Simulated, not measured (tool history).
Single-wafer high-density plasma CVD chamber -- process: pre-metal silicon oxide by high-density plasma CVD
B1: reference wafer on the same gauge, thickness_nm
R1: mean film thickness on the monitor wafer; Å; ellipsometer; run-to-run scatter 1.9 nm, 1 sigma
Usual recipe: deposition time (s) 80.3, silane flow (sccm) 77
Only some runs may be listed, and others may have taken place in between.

Run 1, hour 0.0: usual settings but deposition time (s) 85.1, silane flow (sccm) 85; B1 475.290. Result: R1 6761.94 Å.
Run 2, hour 92.3: usual settings but silane flow (sccm) 83; B1 474.517. Result: R1 6240.16 Å.
Run 3, hour 161.2: usual settings but silane flow (sccm) 83; B1 473.566. Result: R1 6203.93 Å.
Run 4, hour 476.7: usual settings but deposition time (s) 74.8; B1 469.488. Result: R1 5451.32 Å.
Run 5, hour 627.8: usual settings but deposition time (s) 74.8; B1 467.397. Result: R1 5401.56 Å.
Run 6, hour 719.1: usual settings but deposition time (s) 88.5; B1 465.583. Result: R1 6409.40 Å.
Run 7, hour 805.5: usual settings; B1 464.139. Result: R1 5754.25 Å.
Run 8, hour 856.6: usual settings; B1 463.648. Result: R1 5739.23 Å.
Run 9, hour 960.7: usual settings; B1 462.360. Result: R1 5749.99 Å.
At hour 966.4: gauge calibrated.
Run 10, hour 1047.5: usual settings but deposition time (s) 91.2, silane flow (sccm) 68; B1 473.691. Result: R1 6098.38 Å.
Run 11, hour 1104.8: usual settings but deposition time (s) 70.0, silane flow (sccm) 64; B1 473.101. Result: R1 4449.99 Å.
Run 12, hour 1145.2: usual settings; B1 472.051. Result: R1 5865.81 Å.
Run 13, hour 1196.7: usual settings but deposition time (s) 76.1, silane flow (sccm) 73; B1 471.401. Result: R1 5349.02 Å.
At hour 1231.7: silane flow controller replaced.
Run 14, hour 1277.5: usual settings but deposition time (s) 90.1, silane flow (sccm) 65; B1 470.588. Result: R1 5812.32 Å.
Run 15, hour 1364.8: usual settings but silane flow (sccm) 67; B1 469.017. Result: R1 5260.39 Å.
Run 16, hour 1429.6: usual settings but deposition time (s) 65.7, silane flow (sccm) 86; B1 468.095. Result: R1 5218.60 Å.
Run 17, hour 1528.3: usual settings but silane flow (sccm) 87; B1 467.128. Result: R1 6367.85 Å.
Run 18, hour 1611.4: usual settings but deposition time (s) 89.1, silane flow (sccm) 84; B1 466.024. Result: R1 6841.33 Å.
Run 19, hour 1693.8: usual settings but deposition time (s) 69.5, silane flow (sccm) 85; B1 464.919. Result: R1 5387.08 Å.
Run 20, hour 1755.3: usual settings; B1 464.079. Result: R1 5739.38 Å.
Run 21, hour 1815.7: usual settings but deposition time (s) 66.5, silane flow (sccm) 92; B1 462.412. Result: R1 5451.27 Å.

5 ways to go on from here, each from the tool as it stands after run 21. What would each give?
Run A, hour 1816.1: usual settings but silane flow (sccm) 89; B1 ?. Result: R1 ?.
Run B, hour 1816.1: usual settings but deposition time (s) 73.8, silane flow (sccm) 71; B1 ?. Result: R1 ?.
Run C, hour 1816.1: usual settings but deposition time (s) 87.0, silane flow (sccm) 82; B1 ?. Result: R1 ?.
Run D, hour 1816.1: usual settings but deposition time (s) 66.6; B1 ?. Result: R1 ?.
Run E, hour 1816.1: usual settings but deposition time (s) 88.9, silane flow (sccm) 92; B1 ?. Result: R1 ?.

run       B1       R1
  A  462.438  6435.78
  B  462.438  4996.07
  C  462.438  6551.56
  D  462.438  4785.02
  E  462.438  7309.50
Without the tool's unlogged condition, the same runs would have read:
run       R1
  A  6587.75
  B  5114.05
  C  6706.27
  D  4898.01
  E  7482.10
